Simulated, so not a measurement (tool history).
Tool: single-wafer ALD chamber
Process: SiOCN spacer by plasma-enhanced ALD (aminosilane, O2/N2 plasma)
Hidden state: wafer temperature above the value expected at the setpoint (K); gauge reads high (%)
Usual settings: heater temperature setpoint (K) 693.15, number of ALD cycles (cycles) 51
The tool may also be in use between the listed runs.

run	day	heater temperature setpoint (K)	number of ALD cycles (cycles)	wafers since the last listed run	hours since the last thermocouple change	hours since the gauge calibration	read-back reference wafer on the same gauge, thickness_nm	mean film thickness on the monitor wafer (Å)
1	0	693.15	51	0	436.5	891.6	2.892	27.35
2	2.396	703.15	51	227	494	949.1	2.89	26.53
3	5.383	703.15	51	284	565.7	1020.8	2.888	26.52
4	7.188	703.15	51	171	609	1064.1	2.891	26.5
5	10.55	693.15	58	319	689.7	1144.8	2.892	31.1
6	14.662	693.15	58	391	788.4	1243.5	2.89	31.07
7	17.883	693.15	58	306	865.7	1320.8	2.89	31.29
8	22.312	693.15	51	421	972	1427.1	2.89	27.37
9	24.629	693.15	46	220	1027.6	1482.7	2.89	24.84
10	28.275	693.15	46	346	1115.1	1570.2	2.891	24.88
# day 28.621: thermocouple changed; heater temperature recalibrated
11	31.362	693.15	46	262	65.8	1644.3	2.892	24.53
12	37.954	693.15	51	627	224	1802.5	2.887	27.32
13	41.825	693.15	51	368	316.9	1895.4	2.89	27.11
14	44.817	698.15	54	284	388.7	1967.2	2.891	28.29
15	46.833	685.15	51	191	437.1	2015.6	2.89	27.82

Run 16 comes next. What will it give?
16	49.388	697.15	57	243	498.4	2076.9	?	?

Run 16 gave read-back reference wafer on the same gauge, thickness_nm 2.889, mean film thickness on the monitor wafer (Å) 30.14.
Without the tool's hidden state the same run would have given mean film thickness on the monitor wafer (Å) 30.12.
